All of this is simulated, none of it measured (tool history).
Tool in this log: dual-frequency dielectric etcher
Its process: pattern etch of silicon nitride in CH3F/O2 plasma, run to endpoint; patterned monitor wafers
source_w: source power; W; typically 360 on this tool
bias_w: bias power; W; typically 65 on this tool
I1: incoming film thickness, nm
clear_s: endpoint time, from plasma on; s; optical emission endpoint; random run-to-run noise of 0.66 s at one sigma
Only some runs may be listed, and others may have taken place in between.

run 1 day=0 | source_w=360 bias_w=65 | I1=79 | clear_s=89.4
run 2 day=0.704 | source_w=360 bias_w=71 | I1=79 | clear_s=84.9
run 3 day=1.396 | source_w=310 bias_w=55 | I1=78.6 | clear_s=102.2
run 4 day=2.738 | source_w=310 bias_w=65 | I1=78.9 | clear_s=95.4
run 5 day=3.762 | source_w=310 bias_w=65 | I1=79.9 | clear_s=96.4
run 6 day=5.2 | source_w=310 bias_w=65 | I1=79.3 | clear_s=96.2
run 7 day=6.371 | source_w=320 bias_w=65 | I1=78.7 | clear_s=93.2
run 8 day=7.262 | source_w=320 bias_w=65 | I1=79.5 | clear_s=93
-- day=9.354 upper electrode replaced, of another model than before
run 9 day=9.375 | source_w=320 bias_w=65 | I1=78.5 | clear_s=89.2
run 10 day=9.833 | source_w=300 bias_w=65 | I1=79.7 | clear_s=92.1
run 11 day=10.342 | source_w=360 bias_w=55 | I1=78.9 | clear_s=88.2
run 12 day=11.483 | source_w=360 bias_w=65 | I1=79.3 | clear_s=85
run 13 day=12.283 | source_w=440 bias_w=69 | I1=79 | clear_s=77.9
run 14 day=13.621 | source_w=360 bias_w=65 | I1=78.9 | clear_s=84.4
-- day=14.1 source power generator calibrated
-- day=15.471 wet clean of the chamber
-- day=15.504 bias power generator calibrated
run 15 day=15.525 | source_w=280 bias_w=53 | I1=79.3 | clear_s=102.4
run 16 day=15.688 | source_w=270 bias_w=75 | I1=79.5 | clear_s=96.3
run 17 day=17.029 | source_w=390 bias_w=79 | I1=78.5 | clear_s=83.2
run 18 day=18.125 | source_w=360 bias_w=81 | I1=79 | clear_s=83.7
run 19 day=18.825 | source_w=380 bias_w=65 | I1=80 | clear_s=87.6
run 20 day=19.608 | source_w=390 bias_w=65 | I1=78.4 | clear_s=85.6
run 21 day=20.158 | source_w=360 bias_w=65 | I1=79.2 | clear_s=88.6
run 22 day=23.675 | source_w=280 bias_w=51 | I1=78.7 | clear_s=100.6

Predict the results of run 23:
run 23 day=24.462 | source_w=360 bias_w=65 | I1=79.2 | clear_s=?

{"run 23": {"clear_s": 86.5}}
On a tool with no hidden condition, and with the same random variation, this run would have come out at clear_s 88.2 s.
